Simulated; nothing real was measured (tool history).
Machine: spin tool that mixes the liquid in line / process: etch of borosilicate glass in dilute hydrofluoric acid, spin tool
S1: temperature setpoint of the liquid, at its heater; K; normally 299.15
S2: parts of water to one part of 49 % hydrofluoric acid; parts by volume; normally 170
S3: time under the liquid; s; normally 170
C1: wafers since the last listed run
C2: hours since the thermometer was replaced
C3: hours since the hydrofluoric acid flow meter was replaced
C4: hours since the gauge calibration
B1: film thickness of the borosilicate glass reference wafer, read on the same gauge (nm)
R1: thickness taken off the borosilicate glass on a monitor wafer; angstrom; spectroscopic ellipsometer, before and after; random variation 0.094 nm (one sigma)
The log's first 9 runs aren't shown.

-- day=23.946 thermometer replaced
run 10 day=25.283 | S1=299.15 S2=150 S3=170 | C1=756 C2=32.1 C3=797.1 C4=1656.0 | B1=140.03 | R1=275.2
run 11 day=27.096 | S1=299.15 S2=150 S3=170 | C1=436 C2=75.6 C3=840.6 C4=1699.5 | B1=140.04 | R1=274.4
run 12 day=29.338 | S1=299.15 S2=150 S3=170 | C1=539 C2=129.4 C3=894.4 C4=1753.3 | B1=140.01 | R1=272.9
run 13 day=31.683 | S1=299.15 S2=170 S3=170 | C1=564 C2=185.7 C3=950.7 C4=1809.6 | B1=140.01 | R1=235.5
run 14 day=34.488 | S1=299.15 S2=170 S3=170 | C1=675 C2=253.0 C3=1018.0 C4=1876.9 | B1=140.01 | R1=233.1
run 15 day=37.117 | S1=299.15 S2=170 S3=170 | C1=632 C2=316.1 C3=1081.1 C4=1940.0 | B1=139.99 | R1=234.2
run 16 day=40.133 | S1=299.15 S2=170 S3=170 | C1=726 C2=388.5 C3=1153.5 C4=2012.4 | B1=139.99 | R1=234.3
-- day=47.183 hydrofluoric acid flow meter replaced
run 17 day=52.562 | S1=301.15 S2=120 S3=170 | C1=2982 C2=686.8 C3=129.1 C4=2310.7 | B1=139.98 | R1=382.2
-- day=53.688 thermometer replaced
run 18 day=54.358 | S1=299.15 S2=170 S3=170 | C1=422 C2=16.1 C3=172.2 C4=2353.8 | B1=140.01 | R1=235.5
run 19 day=55.917 | S1=299.15 S2=100 S3=170 | C1=375 C2=53.5 C3=209.6 C4=2391.2 | B1=140.01 | R1=438.7
run 20 day=64.921 | S1=299.15 S2=130 S3=170 | C1=2167 C2=269.6 C3=425.7 C4=2607.3 | B1=139.99 | R1=323.0
run 21 day=66.821 | S1=299.15 S2=130 S3=255 | C1=457 C2=315.2 C3=471.3 C4=2652.9 | B1=139.98 | R1=487.6
run 22 day=69.633 | S1=302.65 S2=95 S3=270 | C1=677 C2=382.7 C3=538.8 C4=2720.4 | B1=140.01 | R1=837.0
-- day=70.679 gauge calibrated
run 23 day=71.638 | S1=299.15 S2=140 S3=100 | C1=482 C2=430.8 C3=586.9 C4=23.0 | B1=140.00 | R1=173.2
run 24 day=74.421 | S1=299.15 S2=170 S3=170 | C1=670 C2=497.6 C3=653.7 C4=89.8 | B1=140.02 | R1=235.3
run 25 day=76.217 | S1=299.15 S2=170 S3=170 | C1=432 C2=540.7 C3=696.8 C4=132.9 | B1=139.98 | R1=237.3
run 26 day=78.879 | S1=299.15 S2=140 S3=105 | C1=641 C2=604.6 C3=760.7 C4=196.8 | B1=140.00 | R1=183.4
run 27 day=81.162 | S1=296.65 S2=110 S3=95 | C1=549 C2=659.4 C3=815.5 C4=251.6 | B1=139.99 | R1=198.3
run 28 day=85.375 | S1=299.15 S2=170 S3=125 | C1=1014 C2=760.5 C3=916.6 C4=352.7 | B1=140.01 | R1=173.4
-- day=87.821 thermometer replaced
run 29 day=89.825 | S1=302.15 S2=145 S3=225 | C1=1061 C2=48.1 C3=1023.4 C4=459.5 | B1=139.98 | R1=419.8
run 30 day=94.908 | S1=300.65 S2=125 S3=235 | C1=1223 C2=170.1 C3=1145.4 C4=581.5 | B1=140.00 | R1=496.8
-- day=95.662 hydrofluoric acid flow meter replaced
run 31 day=99.375 | S1=299.15 S2=130 S3=240 | C1=1065 C2=277.3 C3=89.1 C4=688.7 | B1=139.99 | R1=457.2
run 32 day=102.958 | S1=299.15 S2=170 S3=170 | C1=862 C2=363.3 C3=175.1 C4=774.7 | B1=139.98 | R1=236.3
run 33 day=106.683 | S1=299.15 S2=145 S3=170 | C1=896 C2=452.7 C3=264.5 C4=864.1 | B1=140.01 | R1=283.0
run 34 day=110.092 | S1=295.65 S2=170 S3=105 | C1=820 C2=534.5 C3=346.3 C4=945.9 | B1=140.00 | R1=127.5

Branching from run 34: 3 alternative next runs. What would each branch give?
run A day=110.112 | S1=299.15 S2=170 S3=170 | C1=5 C2=535.0 C3=346.8 C4=946.4 | B1=? | R1=?
run B day=110.112 | S1=296.15 S2=225 S3=95 | C1=5 C2=535.0 C3=346.8 C4=946.4 | B1=? | R1=?
run C day=110.112 | S1=299.15 S2=85 S3=85 | C1=5 C2=535.0 C3=346.8 C4=946.4 | B1=? | R1=?

run=A B1=139.97 R1=235.9
run=B B1=139.97 R1=84.0
run=C B1=139.97 R1=262.1
Without the tool's hidden state the same runs would have given:
run=A R1=235.9
run=B R1=84.0
run=C R1=262.1

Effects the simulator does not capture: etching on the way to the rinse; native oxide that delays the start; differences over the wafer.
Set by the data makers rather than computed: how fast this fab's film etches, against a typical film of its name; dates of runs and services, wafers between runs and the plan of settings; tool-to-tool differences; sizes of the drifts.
